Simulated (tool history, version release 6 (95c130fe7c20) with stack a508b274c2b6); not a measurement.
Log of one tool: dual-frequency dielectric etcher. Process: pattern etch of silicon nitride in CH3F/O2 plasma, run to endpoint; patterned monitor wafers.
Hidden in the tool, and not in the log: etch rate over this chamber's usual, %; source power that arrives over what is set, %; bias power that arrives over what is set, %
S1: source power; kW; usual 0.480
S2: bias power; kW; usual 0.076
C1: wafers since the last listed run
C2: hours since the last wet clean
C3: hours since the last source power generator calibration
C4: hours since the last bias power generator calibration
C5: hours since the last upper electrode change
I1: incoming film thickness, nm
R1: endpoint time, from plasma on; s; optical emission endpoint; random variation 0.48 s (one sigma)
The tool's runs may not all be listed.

| run | hour | S1 | S2 | C1 | C2 | C3 | C4 | C5 | I1 | R1 |
|---|---|---|---|---|---|---|---|---|---|---|
| 1 | 0.0 | 0.420 | 0.076 | 0 | 199.4 | 460.2 | 2349.7 | 3455.9 | 59.6 | 67.3 |
| 2 | 105.0 | 0.420 | 0.076 | 1031 | 304.4 | 565.2 | 2454.7 | 3560.9 | 59.8 | 67.0 |
| 3 | 307.8 | 0.420 | 0.076 | 1991 | 507.2 | 768.0 | 2657.5 | 3763.7 | 60.2 | 67.8 |
|  | 410.0 | wet clean of the chamber |
| 4 | 410.5 | 0.480 | 0.076 | 773 | 0.5 | 870.7 | 2760.2 | 3866.4 | 60.2 | 62.5 |
| 5 | 505.6 | 0.480 | 0.076 | 934 | 95.6 | 965.8 | 2855.3 | 3961.5 | 59.8 | 61.2 |
| 6 | 689.7 | 0.480 | 0.076 | 1808 | 279.7 | 1149.9 | 3039.4 | 4145.6 | 59.2 | 61.0 |
| 7 | 778.8 | 0.480 | 0.076 | 875 | 368.8 | 1239.0 | 3128.5 | 4234.7 | 59.7 | 62.0 |
| 8 | 875.0 | 0.480 | 0.076 | 944 | 465.0 | 1335.2 | 3224.7 | 4330.9 | 59.5 | 60.3 |
| 9 | 944.0 | 0.480 | 0.076 | 677 | 534.0 | 1404.2 | 3293.7 | 4399.9 | 59.0 | 59.7 |
| 10 | 1002.5 | 0.480 | 0.064 | 574 | 592.5 | 1462.7 | 3352.2 | 4458.4 | 59.6 | 63.3 |
|  | 1052.0 | wet clean of the chamber |
| 11 | 1075.0 | 0.480 | 0.064 | 476 | 23.0 | 1535.2 | 3424.7 | 4530.9 | 59.9 | 64.7 |
|  | 1089.1 | bias power generator calibrated |
|  | 1168.6 | source power generator calibrated |
| 12 | 1169.4 | 0.480 | 0.064 | 848 | 117.4 | 0.8 | 80.3 | 4625.3 | 59.7 | 62.1 |
| 13 | 1267.8 | 0.570 | 0.057 | 966 | 215.8 | 99.2 | 178.7 | 4723.7 | 59.3 | 57.4 |
|  | 1344.7 | upper electrode replaced |
| 14 | 1370.3 | 0.480 | 0.076 | 771 | 318.3 | 201.7 | 281.2 | 25.6 | 59.6 | 59.7 |
| 15 | 1408.2 | 0.600 | 0.094 | 372 | 356.2 | 239.6 | 319.1 | 63.5 | 59.5 | 48.8 |
|  | 1416.7 | source power generator calibrated, repeated, since the last time left the tool worse |
| 16 | 1486.6 | 0.530 | 0.061 | 730 | 434.6 | 69.9 | 397.5 | 141.9 | 59.5 | 61.6 |
| 17 | 1536.7 | 0.420 | 0.082 | 492 | 484.7 | 120.0 | 447.6 | 192.0 | 59.4 | 66.1 |
| 18 | 1610.5 | 0.480 | 0.063 | 724 | 558.5 | 193.8 | 521.4 | 265.8 | 59.4 | 65.1 |
|  | 1666.8 | wet clean of the chamber |
| 19 | 1683.3 | 0.480 | 0.062 | 479 | 16.5 | 266.6 | 594.2 | 338.6 | 59.8 | 65.5 |
| 20 | 1729.7 | 0.480 | 0.064 | 455 | 62.9 | 313.0 | 640.6 | 385.0 | 59.5 | 64.9 |
| 21 | 1801.9 | 0.480 | 0.076 | 709 | 135.1 | 385.2 | 712.8 | 457.2 | 59.4 | 62.2 |
| 22 | 1838.0 | 0.480 | 0.071 | 354 | 171.2 | 421.3 | 748.9 | 493.3 | 59.6 | 63.5 |
| 23 | 1916.3 | 0.480 | 0.065 | 769 | 249.5 | 499.6 | 827.2 | 571.6 | 59.7 | 65.0 |
| 24 | 1975.3 | 0.400 | 0.060 | 579 | 308.5 | 558.6 | 886.2 | 630.6 | 59.7 | 74.4 |

Hidden state or all else? Some run-to-run changes of R1, split into what the settings, what came in and random variation would give without the hidden state, and what is left for the hidden state (with any gauge scatter that isn't in both results):
Run 11 -> 12: bias power generator calibrated, source power generator calibrated. R1 -2.6 s: hidden state -1.3, all else -1.3.
Run 14 -> 15: S1 0.480 -> 0.600, S2 0.076 -> 0.094. R1 -10.9 s: hidden state +0.4, all else -11.3.
Run 15 -> 16: S1 0.600 -> 0.530, S2 0.094 -> 0.061, source power generator calibrated, repeated, since the last time left the tool worse. R1 +12.8 s: hidden state +2.0, all else +10.8.
